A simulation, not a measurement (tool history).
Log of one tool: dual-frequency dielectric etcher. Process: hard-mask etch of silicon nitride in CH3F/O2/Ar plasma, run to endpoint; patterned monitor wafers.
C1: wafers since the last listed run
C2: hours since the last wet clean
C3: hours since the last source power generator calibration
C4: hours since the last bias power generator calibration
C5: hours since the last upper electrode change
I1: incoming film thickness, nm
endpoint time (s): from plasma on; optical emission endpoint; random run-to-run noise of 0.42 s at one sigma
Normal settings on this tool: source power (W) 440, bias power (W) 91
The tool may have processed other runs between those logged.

run 1 hour=0 | source_power_(W)=440 bias_power_(W)=91 | C1=0 C2=221.7 C3=3773.4 C4=4639.7 C5=6059.4 | I1=55.7 | endpoint_time_(s)=73.2
run 2 hour=13.9 | source_power_(W)=440 bias_power_(W)=91 | C1=155 C2=235.6 C3=3787.3 C4=4653.6 C5=6073.3 | I1=55.6 | endpoint_time_(s)=73.7
run 3 hour=29.2 | source_power_(W)=440 bias_power_(W)=91 | C1=171 C2=250.9 C3=3802.6 C4=4668.9 C5=6088.6 | I1=55.5 | endpoint_time_(s)=74.4
run 4 hour=43.7 | source_power_(W)=440 bias_power_(W)=91 | C1=162 C2=265.4 C3=3817.1 C4=4683.4 C5=6103.1 | I1=55.8 | endpoint_time_(s)=74.7
run 5 hour=57.7 | source_power_(W)=440 bias_power_(W)=91 | C1=156 C2=279.4 C3=3831.1 C4=4697.4 C5=6117.1 | I1=55 | endpoint_time_(s)=72.7
run 6 hour=95.8 | source_power_(W)=440 bias_power_(W)=109 | C1=425 C2=317.5 C3=3869.2 C4=4735.5 C5=6155.2 | I1=55.6 | endpoint_time_(s)=68
run 7 hour=131.9 | source_power_(W)=440 bias_power_(W)=109 | C1=403 C2=353.6 C3=3905.3 C4=4771.6 C5=6191.3 | I1=55.6 | endpoint_time_(s)=69.2
run 8 hour=145.3 | source_power_(W)=440 bias_power_(W)=109 | C1=149 C2=367 C3=3918.7 C4=4785 C5=6204.7 | I1=55.7 | endpoint_time_(s)=68.6
-- hour=152.1 source power generator calibrated
run 9 hour=159.1 | source_power_(W)=440 bias_power_(W)=80 | C1=109 C2=380.8 C3=7 C4=4798.8 C5=6218.5 | I1=56.1 | endpoint_time_(s)=78.7
-- hour=196.3 wet clean of the chamber
run 10 hour=196.8 | source_power_(W)=440 bias_power_(W)=80 | C1=153 C2=0.5 C3=44.7 C4=4836.5 C5=6256.2 | I1=56 | endpoint_time_(s)=78.5
run 11 hour=197.1 | source_power_(W)=440 bias_power_(W)=91 | C1=3 C2=0.8 C3=45 C4=4836.8 C5=6256.5 | I1=55.8 | endpoint_time_(s)=74.1
run 12 hour=203.7 | source_power_(W)=440 bias_power_(W)=91 | C1=73 C2=7.4 C3=51.6 C4=4843.4 C5=6263.1 | I1=55.4 | endpoint_time_(s)=73.7
run 13 hour=212.7 | source_power_(W)=440 bias_power_(W)=91 | C1=100 C2=16.4 C3=60.6 C4=4852.4 C5=6272.1 | I1=56.4 | endpoint_time_(s)=74.4
run 14 hour=222.2 | source_power_(W)=440 bias_power_(W)=91 | C1=106 C2=25.9 C3=70.1 C4=4861.9 C5=6281.6 | I1=55.7 | endpoint_time_(s)=74.4
-- hour=238.3 bias power generator calibrated
-- hour=254.9 upper electrode replaced
run 15 hour=255.4 | source_power_(W)=510 bias_power_(W)=83 | C1=141 C2=59.1 C3=103.3 C4=17.1 C5=0.5 | I1=55.4 | endpoint_time_(s)=71.1
run 16 hour=255.7 | source_power_(W)=500 bias_power_(W)=107 | C1=3 C2=59.4 C3=103.6 C4=17.4 C5=0.8 | I1=55.4 | endpoint_time_(s)=64.4
run 17 hour=256 | source_power_(W)=350 bias_power_(W)=108 | C1=3 C2=59.7 C3=103.9 C4=17.7 C5=1.1 | I1=56 | endpoint_time_(s)=78
run 18 hour=264.9 | source_power_(W)=440 bias_power_(W)=105 | C1=99 C2=68.6 C3=112.8 C4=26.6 C5=10 | I1=55.7 | endpoint_time_(s)=70.2
run 19 hour=272.6 | source_power_(W)=350 bias_power_(W)=106 | C1=86 C2=76.3 C3=120.5 C4=34.3 C5=17.7 | I1=55.2 | endpoint_time_(s)=77.6
run 20 hour=287.5 | source_power_(W)=440 bias_power_(W)=78 | C1=166 C2=91.2 C3=135.4 C4=49.2 C5=32.6 | I1=55.5 | endpoint_time_(s)=78.6
run 21 hour=325.6 | source_power_(W)=440 bias_power_(W)=109 | C1=425 C2=129.3 C3=173.5 C4=87.3 C5=70.7 | I1=55.6 | endpoint_time_(s)=69.3
run 22 hour=336.3 | source_power_(W)=400 bias_power_(W)=91 | C1=119 C2=140 C3=184.2 C4=98 C5=81.4 | I1=55.3 | endpoint_time_(s)=77
run 23 hour=347.9 | source_power_(W)=440 bias_power_(W)=91 | C1=129 C2=151.6 C3=195.8 C4=109.6 C5=93 | I1=54.8 | endpoint_time_(s)=72.4
run 24 hour=360.8 | source_power_(W)=440 bias_power_(W)=77 | C1=144 C2=164.5 C3=208.7 C4=122.5 C5=105.9 | I1=55.5 | endpoint_time_(s)=79.5
run 25 hour=371.7 | source_power_(W)=400 bias_power_(W)=91 | C1=121 C2=175.4 C3=219.6 C4=133.4 C5=116.8 | I1=55.8 | endpoint_time_(s)=77.6
run 26 hour=378.1 | source_power_(W)=510 bias_power_(W)=101 | C1=71 C2=181.8 C3=226 C4=139.8 C5=123.2 | I1=55.7 | endpoint_time_(s)=66
run 27 hour=390.5 | source_power_(W)=550 bias_power_(W)=105 | C1=138 C2=194.2 C3=238.4 C4=152.2 C5=135.6 | I1=55.3 | endpoint_time_(s)=61.6
run 28 hour=403.5 | source_power_(W)=440 bias_power_(W)=84 | C1=145 C2=207.2 C3=251.4 C4=165.2 C5=148.6 | I1=55.4 | endpoint_time_(s)=76.4
run 29 hour=409.6 | source_power_(W)=340 bias_power_(W)=91 | C1=68 C2=213.3 C3=257.5 C4=171.3 C5=154.7 | I1=56.3 | endpoint_time_(s)=86.6

What if the next run were any one of these 4? Each begins from the tool's condition after run 29:
run A hour=410 | source_power_(W)=440 bias_power_(W)=91 | C1=4 C2=213.7 C3=257.9 C4=171.7 C5=155.1 | I1=56.4 | endpoint_time_(s)=?
run B hour=410 | source_power_(W)=380 bias_power_(W)=109 | C1=4 C2=213.7 C3=257.9 C4=171.7 C5=155.1 | I1=56.4 | endpoint_time_(s)=?
run C hour=410 | source_power_(W)=530 bias_power_(W)=91 | C1=4 C2=213.7 C3=257.9 C4=171.7 C5=155.1 | I1=56.4 | endpoint_time_(s)=?
run D hour=410 | source_power_(W)=360 bias_power_(W)=76 | C1=4 C2=213.7 C3=257.9 C4=171.7 C5=155.1 | I1=56.4 | endpoint_time_(s)=?

run=A endpoint_time_(s)=74.5
run=B endpoint_time_(s)=74.6
run=C endpoint_time_(s)=67.7
run=D endpoint_time_(s)=89.9
Had the tool no hidden state, the same runs would have come out as:
run=A endpoint_time_(s)=74.5
run=B endpoint_time_(s)=74.6
run=C endpoint_time_(s)=67.7
run=D endpoint_time_(s)=89.9
